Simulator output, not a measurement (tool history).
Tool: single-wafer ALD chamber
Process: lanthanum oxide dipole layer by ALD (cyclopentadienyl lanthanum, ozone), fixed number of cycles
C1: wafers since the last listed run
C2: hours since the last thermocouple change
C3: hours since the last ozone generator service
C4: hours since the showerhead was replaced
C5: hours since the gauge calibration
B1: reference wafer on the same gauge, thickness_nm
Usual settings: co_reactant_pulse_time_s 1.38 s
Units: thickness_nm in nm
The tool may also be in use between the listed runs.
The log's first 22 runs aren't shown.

{"run": 23, "hour": 575.4, "co_reactant_pulse_time_s": 1.1, "C1": 472, "C2": 285.3, "C3": 57.7, "C4": 3199.2, "C5": 762.3, "B1": 0.527, "thickness_nm": 0.481}
{"hour": 586.6, "done": "gauge calibrated"}
{"hour": 593.8, "done": "showerhead replaced"}
{"run": 24, "hour": 616.1, "co_reactant_pulse_time_s": 1.15, "C1": 728, "C2": 326.0, "C3": 98.4, "C4": 22.3, "C5": 29.5, "B1": 0.527, "thickness_nm": 0.484}
{"run": 25, "hour": 640.9, "co_reactant_pulse_time_s": 1.09, "C1": 552, "C2": 350.8, "C3": 123.2, "C4": 47.1, "C5": 54.3, "B1": 0.527, "thickness_nm": 0.48}
{"run": 26, "hour": 675.5, "co_reactant_pulse_time_s": 1.38, "C1": 770, "C2": 385.4, "C3": 157.8, "C4": 81.7, "C5": 88.9, "B1": 0.527, "thickness_nm": 0.511}
{"run": 27, "hour": 692.2, "co_reactant_pulse_time_s": 1.11, "C1": 372, "C2": 402.1, "C3": 174.5, "C4": 98.4, "C5": 105.6, "B1": 0.527, "thickness_nm": 0.483}
{"run": 28, "hour": 716.6, "co_reactant_pulse_time_s": 0.99, "C1": 543, "C2": 426.5, "C3": 198.9, "C4": 122.8, "C5": 130.0, "B1": 0.528, "thickness_nm": 0.465}
{"run": 29, "hour": 736.1, "co_reactant_pulse_time_s": 1.38, "C1": 434, "C2": 446.0, "C3": 218.4, "C4": 142.3, "C5": 149.5, "B1": 0.527, "thickness_nm": 0.504}
{"run": 30, "hour": 765.4, "co_reactant_pulse_time_s": 1.84, "C1": 652, "C2": 475.3, "C3": 247.7, "C4": 171.6, "C5": 178.8, "B1": 0.527, "thickness_nm": 0.527}
{"run": 31, "hour": 789.8, "co_reactant_pulse_time_s": 1.81, "C1": 543, "C2": 499.7, "C3": 272.1, "C4": 196.0, "C5": 203.2, "B1": 0.527, "thickness_nm": 0.526}
{"run": 32, "hour": 804.1, "co_reactant_pulse_time_s": 1.38, "C1": 318, "C2": 514.0, "C3": 286.4, "C4": 210.3, "C5": 217.5, "B1": 0.527, "thickness_nm": 0.504}
{"run": 33, "hour": 838.2, "co_reactant_pulse_time_s": 1.38, "C1": 759, "C2": 548.1, "C3": 320.5, "C4": 244.4, "C5": 251.6, "B1": 0.527, "thickness_nm": 0.507}
{"run": 34, "hour": 870.6, "co_reactant_pulse_time_s": 1.63, "C1": 721, "C2": 580.5, "C3": 352.9, "C4": 276.8, "C5": 284.0, "B1": 0.527, "thickness_nm": 0.521}
{"run": 35, "hour": 898.1, "co_reactant_pulse_time_s": 1.12, "C1": 612, "C2": 608.0, "C3": 380.4, "C4": 304.3, "C5": 311.5, "B1": 0.527, "thickness_nm": 0.481}

Forecast each of these 3 alternatives for the next run:
{"run": "A", "hour": 898.5, "co_reactant_pulse_time_s": 1.38, "C1": 8, "C2": 608.4, "C3": 380.8, "C4": 304.7, "C5": 311.9, "B1": "?", "thickness_nm": "?"}
{"run": "B", "hour": 898.5, "co_reactant_pulse_time_s": 1.53, "C1": 8, "C2": 608.4, "C3": 380.8, "C4": 304.7, "C5": 311.9, "B1": "?", "thickness_nm": "?"}
{"run": "C", "hour": 898.5, "co_reactant_pulse_time_s": 1.01, "C1": 8, "C2": 608.4, "C3": 380.8, "C4": 304.7, "C5": 311.9, "B1": "?", "thickness_nm": "?"}

run=A B1=0.527 thickness_nm=0.511
run=B B1=0.527 thickness_nm=0.520
run=C B1=0.527 thickness_nm=0.474
Without the tool's hidden state the same runs would have given:
run=A thickness_nm=0.511
run=B thickness_nm=0.520
run=C thickness_nm=0.474

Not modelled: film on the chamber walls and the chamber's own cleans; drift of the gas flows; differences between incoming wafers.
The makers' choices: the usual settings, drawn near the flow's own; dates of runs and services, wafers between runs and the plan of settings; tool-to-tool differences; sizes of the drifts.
